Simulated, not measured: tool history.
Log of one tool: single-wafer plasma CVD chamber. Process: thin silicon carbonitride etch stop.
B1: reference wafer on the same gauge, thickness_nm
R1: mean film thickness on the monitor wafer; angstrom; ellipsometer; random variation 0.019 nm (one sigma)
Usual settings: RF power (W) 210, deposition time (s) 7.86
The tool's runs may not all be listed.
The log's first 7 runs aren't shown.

run 8 hour=514.6 | RF_power_(W)=190 deposition_time_(s)=7.86 | B1=3.768 | R1=37.93
run 9 hour=619.4 | RF_power_(W)=190 deposition_time_(s)=7.86 | B1=3.774 | R1=38.50
run 10 hour=701.1 | RF_power_(W)=190 deposition_time_(s)=7.86 | B1=3.771 | R1=38.07
run 11 hour=754.8 | RF_power_(W)=210 deposition_time_(s)=7.86 | B1=3.772 | R1=39.45
run 12 hour=861.5 | RF_power_(W)=210 deposition_time_(s)=7.86 | B1=3.765 | R1=39.28
run 13 hour=927.4 | RF_power_(W)=210 deposition_time_(s)=7.86 | B1=3.767 | R1=39.96
-- hour=966.6 gauge calibrated
run 14 hour=979.2 | RF_power_(W)=180 deposition_time_(s)=7.86 | B1=3.771 | R1=37.25
run 15 hour=1028.3 | RF_power_(W)=185 deposition_time_(s)=7.86 | B1=3.772 | R1=37.50
run 16 hour=1120.6 | RF_power_(W)=185 deposition_time_(s)=7.86 | B1=3.773 | R1=37.67
-- hour=1343.2 RF generator calibrated
run 17 hour=1370.7 | RF_power_(W)=185 deposition_time_(s)=7.86 | B1=3.772 | R1=38.90
run 18 hour=1406.9 | RF_power_(W)=210 deposition_time_(s)=7.86 | B1=3.773 | R1=40.90
run 19 hour=1512.3 | RF_power_(W)=230 deposition_time_(s)=9.02 | B1=3.765 | R1=48.01

The next listed run, before its measurement:
run 20 hour=1597.5 | RF_power_(W)=175 deposition_time_(s)=8.51 | B1=? | R1=?

Run 20 gave B1 3.767, R1 40.86 angstrom.
Without the tool's hidden state the same run would have given R1 41.29 angstrom.
